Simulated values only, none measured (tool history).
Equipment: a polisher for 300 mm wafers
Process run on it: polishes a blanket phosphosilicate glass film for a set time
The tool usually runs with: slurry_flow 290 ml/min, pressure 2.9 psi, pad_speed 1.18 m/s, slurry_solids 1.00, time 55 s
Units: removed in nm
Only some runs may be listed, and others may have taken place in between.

| run | day | slurry_flow | pressure | pad_speed | slurry_solids | time | wafers since the last listed run | wafers polished on this pad | hours since the slurry nozzle was cleaned | hours since the head pressure was calibrated | hours since the slurry blender was calibrated | hours since the conditioning disc was replaced | incoming thickness of the incoming film, nm | removed |
|---|---|---|---|---|---|---|---|---|---|---|---|---|---|---|
| 1 | 0.000 | 290 | 2.9 | 1.18 | 1.00 | 55 | 0 | 815 | 118.9 | 303.9 | 70.7 | 218.9 | 4522.2 | 502.7 |
|  | 0.442 | conditioning disc replaced and pad reconditioned |
| 2 | 1.329 | 290 | 2.9 | 1.18 | 1.00 | 55 | 423 | 1238 | 150.8 | 335.8 | 102.6 | 21.3 | 4549.6 | 486.0 |
| 3 | 2.317 | 290 | 2.9 | 1.18 | 1.00 | 55 | 335 | 1574 | 174.5 | 359.5 | 126.3 | 45.0 | 4506.2 | 474.3 |
| 4 | 3.421 | 265 | 2.9 | 1.18 | 1.00 | 55 | 375 | 1949 | 201.0 | 386.0 | 152.8 | 71.5 | 4464.0 | 470.3 |
| 5 | 4.696 | 290 | 2.9 | 1.18 | 1.00 | 55 | 433 | 2382 | 231.6 | 416.6 | 183.4 | 102.1 | 4529.7 | 475.3 |
| 6 | 5.850 | 225 | 3.6 | 1.18 | 0.90 | 43 | 392 | 2774 | 259.3 | 444.3 | 211.1 | 129.8 | 4476.6 | 412.5 |
|  | 6.538 | worn pad replaced by a new one |
| 7 | 7.042 | 240 | 2.9 | 1.36 | 1.00 | 55 | 348 | 170 | 287.9 | 472.9 | 239.7 | 158.4 | 4575.2 | 556.3 |
| 8 | 8.121 | 340 | 2.9 | 1.04 | 0.90 | 55 | 366 | 537 | 313.8 | 498.8 | 265.6 | 184.3 | 4545.8 | 439.8 |
|  | 8.875 | slurry blender recalibrated |
|  | 9.521 | conditioning disc replaced and pad reconditioned |
|  | 9.967 | head pressure recalibrated |
| 9 | 11.908 | 215 | 2.5 | 1.18 | 0.75 | 55 | 1201 | 1738 | 404.7 | 46.6 | 72.8 | 57.3 | 4496.5 | 368.1 |
| 10 | 13.229 | 290 | 2.9 | 1.50 | 0.85 | 55 | 448 | 2187 | 436.4 | 78.3 | 104.5 | 89.0 | 4520.6 | 546.7 |
| 11 | 13.733 | 215 | 2.9 | 1.18 | 1.10 | 55 | 171 | 2358 | 448.5 | 90.4 | 116.6 | 101.1 | 4600.4 | 501.9 |
|  | 14.121 | slurry nozzle cleaned |
| 12 | 14.933 | 290 | 2.9 | 1.46 | 0.85 | 55 | 393 | 2752 | 19.5 | 119.2 | 145.4 | 129.9 | 4602.0 | 526.8 |
|  | 15.200 | worn pad replaced by a new one |
| 13 | 15.617 | 240 | 2.3 | 1.18 | 0.70 | 55 | 175 | 141 | 35.9 | 135.6 | 161.8 | 146.3 | 4484.1 | 327.2 |
| 14 | 16.579 | 290 | 2.2 | 1.18 | 1.00 | 65 | 326 | 468 | 59.0 | 158.7 | 184.9 | 169.4 | 4541.7 | 459.3 |
| 15 | 17.238 | 240 | 3.8 | 1.18 | 1.15 | 69 | 223 | 692 | 74.8 | 174.5 | 200.7 | 185.2 | 4527.7 | 863.5 |
| 16 | 18.712 | 335 | 2.9 | 1.18 | 1.00 | 55 | 501 | 1193 | 110.2 | 209.9 | 236.1 | 220.6 | 4513.0 | 507.4 |
| 17 | 19.517 | 290 | 2.9 | 1.18 | 1.00 | 55 | 273 | 1466 | 129.5 | 229.2 | 255.4 | 239.9 | 4554.5 | 499.2 |
| 18 | 20.133 | 235 | 2.9 | 0.76 | 1.00 | 36 | 209 | 1676 | 144.3 | 244.0 | 270.2 | 254.7 | 4525.5 | 216.6 |
|  | 21.033 | conditioning disc replaced and pad reconditioned |
| 19 | 21.054 | 220 | 2.9 | 1.00 | 1.00 | 55 | 284 | 1960 | 166.4 | 266.1 | 292.3 | 0.5 | 4508.8 | 418.0 |
|  | 21.533 | slurry blender recalibrated |
| 20 | 21.992 | 290 | 2.9 | 1.18 | 1.25 | 36 | 290 | 2250 | 188.9 | 288.6 | 11.0 | 23.0 | 4566.3 | 340.3 |
| 21 | 23.412 | 325 | 2.9 | 1.18 | 1.00 | 55 | 482 | 2733 | 223.0 | 322.7 | 45.1 | 57.1 | 4581.9 | 477.3 |
| 22 | 24.600 | 290 | 2.9 | 1.18 | 1.00 | 55 | 403 | 3136 | 251.5 | 351.2 | 73.6 | 85.6 | 4518.5 | 468.7 |
| 23 | 25.879 | 290 | 2.2 | 0.78 | 1.10 | 55 | 434 | 3571 | 282.2 | 381.9 | 104.3 | 116.3 | 4537.4 | 260.4 |
|  | 26.167 | worn pad replaced by a new one |
| 24 | 26.721 | 290 | 2.9 | 1.18 | 1.00 | 55 | 229 | 188 | 302.4 | 402.1 | 124.5 | 136.5 | 4528.4 | 483.1 |

For each run, what was the tool's unlogged condition?
slurry flow missing at the pad, %: 0 in every run
abrasive missing from the slurry, %: 0 in every run
time polished since the conditioner stopped cutting, s: 0 in every run
H1: removal rate lost through wear of the pad, %
H2: deviation of the head's pressure from its setpoint, %
| run | H1 | H2 |
|---|---|---|
| 1 | 3.4 | -2.4 |
| 2 | 4.62 | -2.76 |
| 3 | 5.52 | -3.03 |
| 4 | 6.53 | -3.33 |
| 5 | 7.7 | -3.67 |
| 6 | 8.76 | -3.99 |
| 7 | 0.469 | -4.31 |
| 8 | 1.46 | -4.6 |
| 9 | 4.93 | 0.00496 |
| 10 | 6.14 | -0.353 |
| 11 | 6.6 | -0.489 |
| 12 | 7.7 | -0.814 |
| 13 | 0.843 | -0.999 |
| 14 | 1.73 | -1.26 |
| 15 | 2.33 | -1.44 |
| 16 | 3.68 | -1.84 |
| 17 | 4.42 | -2.06 |
| 18 | 4.98 | -2.22 |
| 19 | 5.83 | -2.47 |
| 20 | 6.69 | -2.73 |
| 21 | 7.99 | -3.11 |
| 22 | 9.08 | -3.43 |
| 23 | 10.3 | -3.78 |
| 24 | 1.79 | -4.01 |
